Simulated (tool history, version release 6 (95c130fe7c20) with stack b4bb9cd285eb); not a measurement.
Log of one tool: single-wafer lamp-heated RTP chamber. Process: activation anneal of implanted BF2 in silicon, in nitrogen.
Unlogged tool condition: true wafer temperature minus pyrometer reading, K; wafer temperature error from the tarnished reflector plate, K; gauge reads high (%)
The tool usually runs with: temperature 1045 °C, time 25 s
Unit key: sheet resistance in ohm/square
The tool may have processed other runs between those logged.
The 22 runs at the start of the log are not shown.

run   hour  temperature  time  wafers since the last listed run  wafers since the last pyrometer calibration  wafers since the reflector plate was cleaned  hours since the gauge calibration  read-back reference wafer on the same gauge, sheet resistance  sheet resistance
 23  551.2         1045    25                               260                                         1538                                           312                              166.8                                                         376.86            356.83
     635.0  -- pyrometer window cleaned and pyrometer calibrated
 24  638.2         1063    21                              1079                                           43                                          1391                              253.8                                                         377.04            356.00
 25  653.6         1045    18                               210                                          254                                          1601                              269.2                                                         376.90            360.09
 26  666.8         1023    21                               180                                          434                                          1782                              282.4                                                         377.03            361.02
 27  689.5         1029    13                               310                                          744                                          2092                              305.1                                                         377.14            362.09
 28  711.8         1045    25                               304                                         1049                                          2397                              327.4                                                         377.02            356.98
 29  736.1         1017    12                               331                                         1381                                          2728                              351.7                                                         377.10            364.30
 30  748.3         1045    40                               166                                         1548                                          2895                              363.9                                                         376.83            352.92
 31  779.5         1045    14                               426                                         1974                                          3321                              395.1                                                         377.08            360.20
 32  815.0         1026    33                               485                                         2459                                          3806                              430.6                                                         377.03            356.92
 33  836.0         1066    32                               286                                         2746                                          4093                              451.6                                                         377.01            348.84
     868.5  -- pyrometer window cleaned and pyrometer calibrated
 34  869.0         1045    25                               341                                            6                                          4435                              484.6                                                         376.97            357.68
 35  893.0         1045    29                               327                                          334                                          4763                              508.6                                                         377.05            356.48
 36  912.3         1074    13                               263                                          598                                          5027                              527.9                                                         376.77            359.78

Predict each of these 5 candidate next runs independently; none follows another, all start after run 36:
  A  912.7         1045    35                                 5                                          603                                          5032                              528.3                                                              ?                 ?
  B  912.7         1062    10                                 5                                          603                                          5032                              528.3                                                              ?                 ?
  C  912.7         1045    13                                 5                                          603                                          5032                              528.3                                                              ?                 ?
  D  912.7         1045    36                                 5                                          603                                          5032                              528.3                                                              ?                 ?
  E  912.7         1053    25                                 5                                          603                                          5032                              528.3                                                              ?                 ?

run  read-back reference wafer on the same gauge, sheet resistance  sheet resistance
  A                                                         377.17            354.45
  B                                                         377.17            362.97
  C                                                         377.17            362.75
  D                                                         377.17            354.14
  E                                                         377.17            356.53
Without the tool's hidden state the same runs would have given:
run  sheet resistance
  A            355.05
  B            363.24
  C            363.01
  D            354.76
  E            357.06
